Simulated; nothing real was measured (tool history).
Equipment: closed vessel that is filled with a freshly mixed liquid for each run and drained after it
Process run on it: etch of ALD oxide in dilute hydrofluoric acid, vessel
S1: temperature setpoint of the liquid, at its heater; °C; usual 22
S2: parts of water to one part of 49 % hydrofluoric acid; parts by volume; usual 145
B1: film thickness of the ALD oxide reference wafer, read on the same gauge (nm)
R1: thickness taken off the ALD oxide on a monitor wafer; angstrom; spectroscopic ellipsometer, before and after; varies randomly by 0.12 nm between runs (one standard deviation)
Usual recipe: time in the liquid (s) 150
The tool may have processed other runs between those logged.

run 1 hour=0 | S1=22 S2=175 time_in_the_liquid_(s)=95 | B1=130.01 | R1=77.8
-- hour=14 hydrofluoric acid flow meter replaced
-- hour=85.3 thermometer replaced
run 2 hour=225.9 | S1=22 S2=175 time_in_the_liquid_(s)=95 | B1=130 | R1=78.5
run 3 hour=298.9 | S1=22 S2=145 time_in_the_liquid_(s)=150 | B1=129.99 | R1=152.9
run 4 hour=377.3 | S1=22 S2=170 time_in_the_liquid_(s)=180 | B1=129.98 | R1=154.5
run 5 hour=479.9 | S1=22 S2=170 time_in_the_liquid_(s)=180 | B1=130.01 | R1=151.8
run 6 hour=570.3 | S1=22 S2=145 time_in_the_liquid_(s)=150 | B1=130.01 | R1=155.7
run 7 hour=804.4 | S1=22 S2=145 time_in_the_liquid_(s)=150 | B1=130.03 | R1=153.1
run 8 hour=891.3 | S1=22 S2=145 time_in_the_liquid_(s)=150 | B1=130.02 | R1=153.5
run 9 hour=961.7 | S1=22 S2=145 time_in_the_liquid_(s)=150 | B1=130.02 | R1=155.9
run 10 hour=1003.6 | S1=22 S2=145 time_in_the_liquid_(s)=150 | B1=130.01 | R1=154.6
run 11 hour=1097.7 | S1=22 S2=145 time_in_the_liquid_(s)=150 | B1=130 | R1=154.3
-- hour=1122.7 thermometer replaced
run 12 hour=1145.4 | S1=22 S2=145 time_in_the_liquid_(s)=195 | B1=129.97 | R1=202.4
run 13 hour=1235.6 | S1=22 S2=145 time_in_the_liquid_(s)=195 | B1=129.99 | R1=201.2
run 14 hour=1279 | S1=22 S2=145 time_in_the_liquid_(s)=150 | B1=130 | R1=156
run 15 hour=1320.5 | S1=22 S2=145 time_in_the_liquid_(s)=150 | B1=130.01 | R1=154
run 16 hour=1404.1 | S1=22 S2=145 time_in_the_liquid_(s)=150 | B1=129.98 | R1=155.9
run 17 hour=1458.4 | S1=22 S2=145 time_in_the_liquid_(s)=150 | B1=129.98 | R1=154.2
run 18 hour=1552.7 | S1=19 S2=85 time_in_the_liquid_(s)=175 | B1=130.01 | R1=290.7
run 19 hour=1602.3 | S1=22 S2=170 time_in_the_liquid_(s)=180 | B1=130.03 | R1=154.4
-- hour=1680.1 gauge calibrated
run 20 hour=1684.8 | S1=20 S2=85 time_in_the_liquid_(s)=150 | B1=130.01 | R1=255.7
run 21 hour=1761.4 | S1=17 S2=145 time_in_the_liquid_(s)=150 | B1=130 | R1=126
run 22 hour=1846.5 | S1=22 S2=145 time_in_the_liquid_(s)=150 | B1=129.99 | R1=153.6
-- hour=1899.6 hydrofluoric acid flow meter replaced
run 23 hour=1912.7 | S1=20.5 S2=145 time_in_the_liquid_(s)=150 | B1=130 | R1=145.3
run 24 hour=1993.2 | S1=22 S2=145 time_in_the_liquid_(s)=150 | B1=129.99 | R1=154.9
run 25 hour=2036.1 | S1=25.5 S2=145 time_in_the_liquid_(s)=190 | B1=130.02 | R1=225.6
-- hour=2068.5 thermometer replaced
run 26 hour=2119.8 | S1=22 S2=170 time_in_the_liquid_(s)=180 | B1=130.01 | R1=152.9
run 27 hour=2195.7 | S1=26 S2=125 time_in_the_liquid_(s)=65 | B1=130.01 | R1=92.4
run 28 hour=2274.7 | S1=20 S2=95 time_in_the_liquid_(s)=180 | B1=129.99 | R1=275.8
run 29 hour=2338.8 | S1=22 S2=145 time_in_the_liquid_(s)=120 | B1=129.98 | R1=123
run 30 hour=2445.2 | S1=22 S2=145 time_in_the_liquid_(s)=150 | B1=129.99 | R1=155.8
run 31 hour=2536.1 | S1=22 S2=145 time_in_the_liquid_(s)=150 | B1=130 | R1=154.1
run 32 hour=2619.1 | S1=22 S2=120 time_in_the_liquid_(s)=150 | B1=130.03 | R1=189.5
run 33 hour=2721.4 | S1=19.5 S2=85 time_in_the_liquid_(s)=75 | B1=129.99 | R1=127.1
run 34 hour=2806.6 | S1=20.5 S2=80 time_in_the_liquid_(s)=150 | B1=130.02 | R1=286.5
run 35 hour=2876 | S1=19 S2=110 time_in_the_liquid_(s)=105 | B1=129.97 | R1=131.5

Each row is a separate what-if for the run after 35, all from the same tool condition, not one after another. Results?
run A hour=2876.7 | S1=22 S2=145 time_in_the_liquid_(s)=150 | B1=? | R1=?
run B hour=2876.7 | S1=22 S2=205 time_in_the_liquid_(s)=150 | B1=? | R1=?
run C hour=2876.7 | S1=22 S2=145 time_in_the_liquid_(s)=190 | B1=? | R1=?

run=A B1=130.01 R1=156.1
run=B B1=130.01 R1=103.6
run=C B1=130.01 R1=197.7
With no hidden state in the tool, these same runs would have given:
run=A R1=156.1
run=B R1=103.6
run=C R1=197.7
